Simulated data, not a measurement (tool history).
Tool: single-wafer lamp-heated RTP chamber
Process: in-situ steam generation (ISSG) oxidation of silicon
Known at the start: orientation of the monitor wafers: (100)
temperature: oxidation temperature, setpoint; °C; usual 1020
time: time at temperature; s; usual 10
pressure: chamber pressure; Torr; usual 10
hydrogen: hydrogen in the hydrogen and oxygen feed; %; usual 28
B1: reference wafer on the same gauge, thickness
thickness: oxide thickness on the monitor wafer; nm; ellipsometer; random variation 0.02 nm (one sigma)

run 1 hour=0 | temperature=1020 time=10 pressure=10 hydrogen=28 | B1=3.98 | thickness=4.913
run 2 hour=23.2 | temperature=1020 time=10 pressure=10.2 hydrogen=28 | B1=3.981 | thickness=4.91
run 3 hour=54.1 | temperature=1020 time=10 pressure=10.2 hydrogen=28 | B1=3.985 | thickness=4.911
run 4 hour=89.2 | temperature=1020 time=7 pressure=10 hydrogen=28 | B1=3.984 | thickness=4.253
run 5 hour=149.5 | temperature=1020 time=7 pressure=10 hydrogen=28 | B1=3.983 | thickness=4.236
run 6 hour=161.5 | temperature=1020 time=10 pressure=10 hydrogen=28 | B1=3.978 | thickness=4.967
run 7 hour=178.7 | temperature=1020 time=10 pressure=10 hydrogen=28 | B1=3.988 | thickness=4.996
run 8 hour=208.5 | temperature=1020 time=10 pressure=10 hydrogen=28 | B1=3.985 | thickness=4.951
-- hour=234.2 pyrometer window cleaned and pyrometer calibrated
run 9 hour=241.2 | temperature=1020 time=10 pressure=10 hydrogen=28 | B1=3.98 | thickness=4.833
run 10 hour=254.3 | temperature=1020 time=10 pressure=10 hydrogen=28 | B1=3.975 | thickness=4.869
-- hour=278.5 hydrogen flow controller replaced
run 11 hour=282.7 | temperature=1020 time=10 pressure=10 hydrogen=28 | B1=3.983 | thickness=4.855
run 12 hour=317 | temperature=1020 time=10 pressure=10 hydrogen=28 | B1=3.981 | thickness=4.929
run 13 hour=329.4 | temperature=1020 time=10 pressure=10 hydrogen=28 | B1=3.982 | thickness=4.94
run 14 hour=355.8 | temperature=1035 time=10 pressure=10.2 hydrogen=28 | B1=3.981 | thickness=5.25
-- hour=364 pressure gauge zeroed
run 15 hour=373.8 | temperature=1020 time=13 pressure=9.3 hydrogen=25 | B1=3.983 | thickness=5.567
run 16 hour=393.3 | temperature=1020 time=10 pressure=10 hydrogen=28 | B1=3.988 | thickness=4.975
run 17 hour=420.7 | temperature=1001 time=7 pressure=10 hydrogen=28 | B1=3.985 | thickness=4.008
run 18 hour=449.3 | temperature=1020 time=10 pressure=8.9 hydrogen=28 | B1=3.98 | thickness=5.109
-- hour=470.1 gauge calibrated
run 19 hour=477.1 | temperature=1020 time=10 pressure=10 hydrogen=28 | B1=3.982 | thickness=5.024
run 20 hour=511.6 | temperature=1020 time=10 pressure=10 hydrogen=28 | B1=3.978 | thickness=4.953
run 21 hour=531.4 | temperature=1020 time=10 pressure=10 hydrogen=22 | B1=3.984 | thickness=4.728
run 22 hour=558.4 | temperature=1020 time=10 pressure=10 hydrogen=28 | B1=3.977 | thickness=4.988
run 23 hour=577.6 | temperature=1020 time=10 pressure=10 hydrogen=32 | B1=3.98 | thickness=5.164
run 24 hour=591.6 | temperature=1005 time=9 pressure=10.2 hydrogen=32 | B1=3.985 | thickness=4.665
-- hour=611.3 pyrometer window cleaned and pyrometer calibrated
run 25 hour=624.5 | temperature=1014 time=10 pressure=10 hydrogen=28 | B1=3.983 | thickness=4.765
run 26 hour=652.9 | temperature=1020 time=10 pressure=10 hydrogen=28 | B1=3.982 | thickness=4.855

Some steps in thickness between neighbouring runs. How much of each would the tool show without its hidden state too (settings, what came in, random variation), and how much is left for the hidden state, with any gauge scatter that isn't in both results?
The hidden state here: true wafer temperature minus pyrometer reading, K; true pressure minus gauge reading, Torr; deviation of the hydrogen flow from its setpoint, %; gauge reads high (%).
Run 8 -> 9: pyrometer window cleaned and pyrometer calibrated. thickness -0.118 nm: hidden state -0.151, all else +0.033.
Run 16 -> 17: temperature 1020 -> 1001, time 10 -> 7. thickness -0.967 nm: hidden state -0.058, all else -0.909.
Run 17 -> 18: temperature 1001 -> 1020, time 7 -> 10, pressure 10 -> 8.9. thickness +1.101 nm: hidden state +0.083, all else +1.018.
Run 24 -> 25: temperature 1005 -> 1014, time 9 -> 10, pressure 10.2 -> 10, hydrogen 32 -> 28, pyrometer window cleaned and pyrometer calibrated. thickness +0.1 nm: hidden state -0.151, all else +0.251.
